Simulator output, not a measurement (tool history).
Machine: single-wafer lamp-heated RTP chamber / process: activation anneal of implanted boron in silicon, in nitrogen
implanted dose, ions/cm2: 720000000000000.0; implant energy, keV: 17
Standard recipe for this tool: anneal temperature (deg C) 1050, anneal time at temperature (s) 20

run	hour	anneal temperature (deg C)	anneal time at temperature (s)	wafers since the last listed run	wafers since the last pyrometer calibration	wafers since the reflector plate was cleaned	hours since the gauge calibration	read-back reference wafer on the same gauge, sheet resistance	sheet resistance of the implanted and annealed layer (ohm/square)
1	0	1050	20	0	1412	4451	227.8	121.92	145.5
2	14.4	1074	20	179	1591	4630	242.2	121.89	144.52
3	21.3	1074	20	86	1678	4717	249.1	121.72	144.71
4	28.1	1050	20	84	1762	4802	255.9	121.8	145.44
# hour 37.4: gauge calibrated
# hour 47.6: pyrometer window cleaned and pyrometer calibrated
5	48.1	1050	20	149	5	4951	10.7	122.93	146.41
6	57	1050	20	111	116	5063	19.6	122.88	146.84
7	71.1	1050	20	176	292	5239	33.7	122.71	146.37
8	80.6	1050	20	118	411	5357	43.2	122.71	146.26
9	92	1050	20	142	553	5500	54.6	122.59	146.26
10	98.1	1050	12	76	630	5576	60.7	122.63	147.54
11	109.6	1050	12	143	773	5719	72.2	122.6	146.93
12	124.1	1050	12	181	954	5901	86.7	122.48	146.83
13	137.1	1050	20	162	1117	6063	99.7	122.51	145.87
14	150.9	1040	20	172	1289	6235	113.5	122.33	146.16
15	165	1040	20	176	1465	6411	127.6	122.34	146.15
16	178.8	1050	20	172	1637	6584	141.4	122.23	145.7
# hour 192.6: reflector plate cleaned
# hour 192.8: pyrometer window cleaned and pyrometer calibrated
17	193.1	1050	20	76	4	4	155.7	122.15	145.33
18	202.4	1073	20	116	120	120	165	122.13	145.14
19	214.3	1021	29	148	268	268	176.9	122.06	146.93
20	222.5	1050	20	102	371	371	185.1	121.99	145.41
21	239.1	1021	14	207	578	578	201.7	121.96	147.8
22	254.8	1050	20	196	774	774	217.4	121.84	145.2
23	264.2	1074	20	117	892	892	226.8	121.78	144.51
# hour 265.1: gauge calibrated
24	280.8	1050	20	207	1099	1099	15.7	123.02	146.67
25	290.7	1074	10	123	1222	1222	25.6	122.96	147.39
26	297.6	1028	25	86	1309	1309	32.5	122.87	147.73
27	314.5	1072	12	211	1520	1520	49.4	122.84	147.14
28	326.3	1040	20	147	1667	1667	61.2	122.73	146.95
29	333.7	1067	28	92	1759	1759	68.6	122.68	145.19
30	367.5	1060	30	422	2182	2182	102.4	122.52	144.69
# hour 376.6: pyrometer window cleaned and pyrometer calibrated
31	377.1	1027	24	19	6	2202	112	122.51	147.24
32	390.7	1021	16	169	176	2371	125.6	122.38	148.31
33	408.3	1036	10	219	396	2591	143.2	122.25	147.54
34	423.9	1034	28	194	590	2786	158.8	122.22	145.98
35	434.2	1020	26	128	719	2915	169.1	122.23	147.51
36	444.1	1039	20	123	843	3038	179	122.17	146.31

Below are 5 alternative next runs, each starting from the tool's condition after run 36. Predict each:
A	444.5	1050	31	4	848	3043	179.4	?	?
B	444.5	1022	20	4	848	3043	179.4	?	?
C	444.5	1065	16	4	848	3043	179.4	?	?
D	444.5	1050	29	4	848	3043	179.4	?	?
E	444.5	1034	25	4	848	3043	179.4	?	?

run	read-back reference wafer on the same gauge, sheet resistance	sheet resistance of the implanted and annealed layer (ohm/square)
A	122.1	144.53
B	122.1	147.11
C	122.1	145.28
D	122.1	144.67
E	122.1	145.8
Without the tool's unlogged condition, the same runs would have read:
run	sheet resistance of the implanted and annealed layer (ohm/square)
A	145.53
B	148.13
C	146.29
D	145.68
E	146.81

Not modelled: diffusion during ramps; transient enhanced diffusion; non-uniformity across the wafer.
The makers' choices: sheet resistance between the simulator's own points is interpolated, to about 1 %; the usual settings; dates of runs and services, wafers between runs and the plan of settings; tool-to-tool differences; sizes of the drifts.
